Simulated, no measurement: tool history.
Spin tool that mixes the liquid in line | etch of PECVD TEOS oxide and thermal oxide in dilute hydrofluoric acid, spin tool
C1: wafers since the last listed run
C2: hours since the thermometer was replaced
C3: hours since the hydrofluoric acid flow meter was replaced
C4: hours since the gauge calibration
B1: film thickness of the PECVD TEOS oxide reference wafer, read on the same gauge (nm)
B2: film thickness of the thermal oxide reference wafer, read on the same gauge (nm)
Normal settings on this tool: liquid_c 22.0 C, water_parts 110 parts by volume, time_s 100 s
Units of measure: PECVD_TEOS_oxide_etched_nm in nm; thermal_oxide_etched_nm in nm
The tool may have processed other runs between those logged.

{"run": 1, "day": 0.0, "liquid_c": 22.0, "water_parts": 110, "time_s": 100, "C1": 0, "C2": 966.1, "C3": 691.5, "C4": 1165.9, "B1": 39.99, "B2": 139.99, "PECVD_TEOS_oxide_etched_nm": 6.91, "thermal_oxide_etched_nm": 4.384}
{"run": 2, "day": 1.604, "liquid_c": 22.0, "water_parts": 110, "time_s": 100, "C1": 415, "C2": 1004.6, "C3": 730.0, "C4": 1204.4, "B1": 39.98, "B2": 140.007, "PECVD_TEOS_oxide_etched_nm": 7.01, "thermal_oxide_etched_nm": 4.408}
{"run": 3, "day": 3.05, "liquid_c": 22.0, "water_parts": 110, "time_s": 100, "C1": 374, "C2": 1039.3, "C3": 764.7, "C4": 1239.1, "B1": 40.02, "B2": 140.007, "PECVD_TEOS_oxide_etched_nm": 6.93, "thermal_oxide_etched_nm": 4.414}
{"run": 4, "day": 5.946, "liquid_c": 22.0, "water_parts": 110, "time_s": 100, "C1": 750, "C2": 1108.8, "C3": 834.2, "C4": 1308.6, "B1": 40.07, "B2": 140.009, "PECVD_TEOS_oxide_etched_nm": 6.92, "thermal_oxide_etched_nm": 4.43}
{"run": 5, "day": 7.812, "liquid_c": 22.0, "water_parts": 125, "time_s": 100, "C1": 484, "C2": 1153.6, "C3": 879.0, "C4": 1353.4, "B1": 40.02, "B2": 140.003, "PECVD_TEOS_oxide_etched_nm": 6.02, "thermal_oxide_etched_nm": 3.797}
{"run": 6, "day": 9.592, "liquid_c": 22.0, "water_parts": 125, "time_s": 100, "C1": 461, "C2": 1196.3, "C3": 921.7, "C4": 1396.1, "B1": 40.0, "B2": 139.989, "PECVD_TEOS_oxide_etched_nm": 6.0, "thermal_oxide_etched_nm": 3.824}
{"run": 7, "day": 11.562, "liquid_c": 22.0, "water_parts": 125, "time_s": 100, "C1": 511, "C2": 1243.6, "C3": 969.0, "C4": 1443.4, "B1": 40.0, "B2": 139.992, "PECVD_TEOS_oxide_etched_nm": 5.8, "thermal_oxide_etched_nm": 3.758}
{"run": 8, "day": 13.05, "liquid_c": 22.0, "water_parts": 110, "time_s": 100, "C1": 385, "C2": 1279.3, "C3": 1004.7, "C4": 1479.1, "B1": 39.99, "B2": 139.992, "PECVD_TEOS_oxide_etched_nm": 6.96, "thermal_oxide_etched_nm": 4.375}
{"run": 9, "day": 14.092, "liquid_c": 22.0, "water_parts": 110, "time_s": 100, "C1": 270, "C2": 1304.3, "C3": 1029.7, "C4": 1504.1, "B1": 40.0, "B2": 140.004, "PECVD_TEOS_oxide_etched_nm": 6.71, "thermal_oxide_etched_nm": 4.34}
{"run": 10, "day": 15.262, "liquid_c": 22.0, "water_parts": 110, "time_s": 100, "C1": 303, "C2": 1332.4, "C3": 1057.8, "C4": 1532.2, "B1": 40.03, "B2": 140.0, "PECVD_TEOS_oxide_etched_nm": 6.85, "thermal_oxide_etched_nm": 4.409}
{"run": 11, "day": 16.629, "liquid_c": 22.0, "water_parts": 110, "time_s": 70, "C1": 354, "C2": 1365.2, "C3": 1090.6, "C4": 1565.0, "B1": 40.01, "B2": 140.024, "PECVD_TEOS_oxide_etched_nm": 4.71, "thermal_oxide_etched_nm": 3.029}
{"run": 12, "day": 18.1, "liquid_c": 22.0, "water_parts": 110, "time_s": 70, "C1": 381, "C2": 1400.5, "C3": 1125.9, "C4": 1600.3, "B1": 40.07, "B2": 139.982, "PECVD_TEOS_oxide_etched_nm": 4.77, "thermal_oxide_etched_nm": 2.993}
{"run": 13, "day": 20.838, "liquid_c": 22.0, "water_parts": 110, "time_s": 100, "C1": 709, "C2": 1466.2, "C3": 1191.6, "C4": 1666.0, "B1": 40.0, "B2": 140.004, "PECVD_TEOS_oxide_etched_nm": 6.7, "thermal_oxide_etched_nm": 4.343}
{"day": 21.125, "done": "gauge calibrated"}
{"run": 14, "day": 23.308, "liquid_c": 22.0, "water_parts": 80, "time_s": 100, "C1": 640, "C2": 1525.5, "C3": 1250.9, "C4": 52.4, "B1": 39.98, "B2": 139.999, "PECVD_TEOS_oxide_etched_nm": 9.55, "thermal_oxide_etched_nm": 6.017}
{"run": 15, "day": 25.154, "liquid_c": 22.0, "water_parts": 110, "time_s": 100, "C1": 478, "C2": 1569.8, "C3": 1295.2, "C4": 96.7, "B1": 40.01, "B2": 140.004, "PECVD_TEOS_oxide_etched_nm": 6.81, "thermal_oxide_etched_nm": 4.331}
{"run": 16, "day": 26.404, "liquid_c": 22.0, "water_parts": 110, "time_s": 45, "C1": 324, "C2": 1599.8, "C3": 1325.2, "C4": 126.7, "B1": 40.0, "B2": 139.994, "PECVD_TEOS_oxide_etched_nm": 3.02, "thermal_oxide_etched_nm": 1.921}
{"run": 17, "day": 28.758, "liquid_c": 22.0, "water_parts": 110, "time_s": 100, "C1": 610, "C2": 1656.3, "C3": 1381.7, "C4": 183.2, "B1": 39.97, "B2": 140.002, "PECVD_TEOS_oxide_etched_nm": 6.78, "thermal_oxide_etched_nm": 4.236}
{"day": 30.196, "done": "thermometer replaced"}
{"run": 18, "day": 31.062, "liquid_c": 20.5, "water_parts": 80, "time_s": 100, "C1": 586, "C2": 20.8, "C3": 1437.0, "C4": 238.5, "B1": 40.01, "B2": 139.994, "PECVD_TEOS_oxide_etched_nm": 9.04, "thermal_oxide_etched_nm": 5.69}
{"run": 19, "day": 33.079, "liquid_c": 22.0, "water_parts": 110, "time_s": 100, "C1": 522, "C2": 69.2, "C3": 1485.4, "C4": 286.9, "B1": 39.97, "B2": 140.0, "PECVD_TEOS_oxide_etched_nm": 6.68, "thermal_oxide_etched_nm": 4.322}
{"run": 20, "day": 35.442, "liquid_c": 19.5, "water_parts": 110, "time_s": 100, "C1": 612, "C2": 125.9, "C3": 1542.1, "C4": 343.6, "B1": 40.02, "B2": 139.994, "PECVD_TEOS_oxide_etched_nm": 6.05, "thermal_oxide_etched_nm": 3.817}
{"run": 21, "day": 36.938, "liquid_c": 18.0, "water_parts": 110, "time_s": 100, "C1": 387, "C2": 161.8, "C3": 1578.0, "C4": 379.5, "B1": 39.95, "B2": 140.002, "PECVD_TEOS_oxide_etched_nm": 5.71, "thermal_oxide_etched_nm": 3.586}
{"run": 22, "day": 39.625, "liquid_c": 24.0, "water_parts": 110, "time_s": 70, "C1": 696, "C2": 226.3, "C3": 1642.5, "C4": 444.0, "B1": 40.02, "B2": 139.999, "PECVD_TEOS_oxide_etched_nm": 5.06, "thermal_oxide_etched_nm": 3.189}
{"run": 23, "day": 42.508, "liquid_c": 24.5, "water_parts": 110, "time_s": 100, "C1": 747, "C2": 295.5, "C3": 1711.7, "C4": 513.2, "B1": 40.05, "B2": 140.005, "PECVD_TEOS_oxide_etched_nm": 7.52, "thermal_oxide_etched_nm": 4.654}
{"day": 45.412, "done": "hydrofluoric acid flow meter replaced"}
{"run": 24, "day": 48.471, "liquid_c": 22.0, "water_parts": 110, "time_s": 100, "C1": 1535, "C2": 438.6, "C3": 73.4, "C4": 656.3, "B1": 40.03, "B2": 140.002, "PECVD_TEOS_oxide_etched_nm": 7.12, "thermal_oxide_etched_nm": 4.553}
{"run": 25, "day": 50.008, "liquid_c": 22.0, "water_parts": 110, "time_s": 75, "C1": 398, "C2": 475.5, "C3": 110.3, "C4": 693.2, "B1": 40.0, "B2": 139.992, "PECVD_TEOS_oxide_etched_nm": 5.32, "thermal_oxide_etched_nm": 3.396}
{"run": 26, "day": 57.788, "liquid_c": 22.0, "water_parts": 140, "time_s": 100, "C1": 2017, "C2": 662.2, "C3": 297.0, "C4": 879.9, "B1": 40.01, "B2": 139.994, "PECVD_TEOS_oxide_etched_nm": 5.47, "thermal_oxide_etched_nm": 3.465}
{"run": 27, "day": 59.817, "liquid_c": 22.0, "water_parts": 140, "time_s": 125, "C1": 526, "C2": 710.9, "C3": 345.7, "C4": 928.6, "B1": 39.97, "B2": 139.984, "PECVD_TEOS_oxide_etched_nm": 6.66, "thermal_oxide_etched_nm": 4.218}

Some steps in PECVD_TEOS_oxide_etched_nm, run to run, broken into two amounts with sign: the step expected even without the hidden condition (settings, incoming material, random variation), and the rest, left for the hidden condition together with whatever gauge scatter is not in both the measured and the hidden-condition-free result:
What the log doesn't record here: liquid hotter than its thermometer reads (K); hydrofluoric acid flow below the setpoint (%); gauge reads high (%).
Run 15 -> 16: time_s 100 -> 45. PECVD_TEOS_oxide_etched_nm -3.79 nm: hidden state +0.19, all else -3.98.
Run 16 -> 17: time_s 45 -> 100. PECVD_TEOS_oxide_etched_nm +3.76 nm: hidden state -0.21, all else +3.97.
Run 23 -> 24: liquid_c 24.5 -> 22.0, hydrofluoric acid flow meter replaced. PECVD_TEOS_oxide_etched_nm -0.40 nm: hidden state +0.50, all else -0.90.

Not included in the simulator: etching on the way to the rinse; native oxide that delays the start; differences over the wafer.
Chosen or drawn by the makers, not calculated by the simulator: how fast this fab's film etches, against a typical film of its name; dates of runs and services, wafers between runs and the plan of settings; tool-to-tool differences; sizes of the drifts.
